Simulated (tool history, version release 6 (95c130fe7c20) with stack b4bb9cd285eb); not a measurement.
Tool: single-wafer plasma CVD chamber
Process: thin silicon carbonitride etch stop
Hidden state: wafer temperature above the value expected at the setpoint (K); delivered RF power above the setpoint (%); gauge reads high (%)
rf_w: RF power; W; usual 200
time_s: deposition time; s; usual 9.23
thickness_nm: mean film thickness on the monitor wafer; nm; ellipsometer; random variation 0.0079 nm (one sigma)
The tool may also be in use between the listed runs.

run     day  rf_w  time_s  wafers since the last listed run  hours since the last thermocouple change  hours since the last RF generator calibration  hours since the showerhead was replaced  hours since the gauge calibration  read-back reference wafer on the same gauge, thickness_nm  thickness_nm
  1       0   200   10.22                                 0                                    1104.1                                         1871.3                                   7175.4                              138.2                                                        5.1         5.711
  2   1.371   200   10.08                               970                                      1137                                         1904.2                                   7208.3                              171.1                                                      5.099         5.613
  3   2.162   200   10.08                               560                                      1156                                         1923.2                                   7227.3                              190.1                                                      5.102         5.617
  4   3.279   200    9.23                               790                                    1182.8                                           1950                                   7254.1                              216.9                                                        5.1         5.142
  5   4.675   200    9.23                               987                                    1216.3                                         1983.5                                   7287.6                              250.4                                                      5.101         5.159
  6   5.554   200    9.23                               622                                    1237.4                                         2004.6                                   7308.7                              271.5                                                        5.1         5.143
  7   6.121   200    9.23                               401                                      1251                                         2018.2                                   7322.3                              285.1                                                        5.1         5.148
  8   7.058   200    9.23                               663                                    1273.5                                         2040.7                                   7344.8                              307.6                                                      5.101         5.132
  9   7.946   200    9.23                               628                                    1294.8                                           2062                                   7366.1                              328.9                                                        5.1         5.123
      8.588  -- thermocouple changed; heater temperature recalibrated
 10   8.842   180   10.57                               398                                       6.1                                         2083.5                                   7387.6                              350.4                                                        5.1         5.699
 11  10.088   180   10.57                               881                                        36                                         2113.4                                   7417.5                              380.3                                                        5.1         5.707
 12  10.858   200    9.23                               545                                      54.5                                         2131.9                                     7436                              398.8                                                        5.1         5.137
 13  12.083   200   10.22                               866                                      83.9                                         2161.3                                   7465.4                              428.2                                                      5.101         5.685
     13.954  -- showerhead replaced
     15.329  -- RF generator calibrated
 14   15.35   200    9.23                              1840                                     162.3                                            0.5                                     33.5                              506.6                                                        5.1         5.255
 15  16.417   185   10.17                               754                                     187.9                                           26.1                                     59.1                              532.2                                                        5.1         5.646
     17.167  -- gauge calibrated
 16  17.604   190    9.95                               840                                     216.4                                           54.6                                     87.6                               10.5                                                      5.099         5.568
 17  19.012   185    8.12                               996                                     250.2                                           88.4                                    121.4                               44.3                                                      5.101         4.513
 18   19.55   190    7.56                               380                                     263.1                                          101.3                                    134.3                               57.2                                                        5.1         4.227
 19  20.258   225   10.78                               501                                     280.1                                          118.3                                    151.3                               74.2                                                        5.1         6.348
 20  21.192   235    8.35                               660                                     302.5                                          140.7                                    173.7                               96.6                                                        5.1         4.963
 21  22.142   235    9.23                               672                                     325.3                                          163.5                                    196.5                              119.4                                                      5.101           5.5
 22  23.408   200   10.92                               896                                     355.7                                          193.9                                    226.9                              149.8                                                        5.1         6.197

Forecast each of these 5 alternatives for the next run:
  A  23.425   200    9.23                                11                                     356.1                                          194.3                                    227.3                              150.2                                                          ?             ?
  B  23.425   235    9.88                                11                                     356.1                                          194.3                                    227.3                              150.2                                                          ?             ?
  C  23.425   175   10.56                                11                                     356.1                                          194.3                                    227.3                              150.2                                                          ?             ?
  D  23.425   200    7.91                                11                                     356.1                                          194.3                                    227.3                              150.2                                                          ?             ?
  E  23.425   170    10.9                                11                                     356.1                                          194.3                                    227.3                              150.2                                                          ?             ?

run  read-back reference wafer on the same gauge, thickness_nm  thickness_nm
  A                                                      5.099         5.221
  B                                                      5.099          5.86
  C                                                      5.099         5.744
  D                                                      5.099         4.474
  E                                                      5.099         5.879
Without the tool's hidden state the same runs would have given:
run  thickness_nm
  A         5.231
  B         5.871
  C         5.756
  D         4.483
  E         5.891
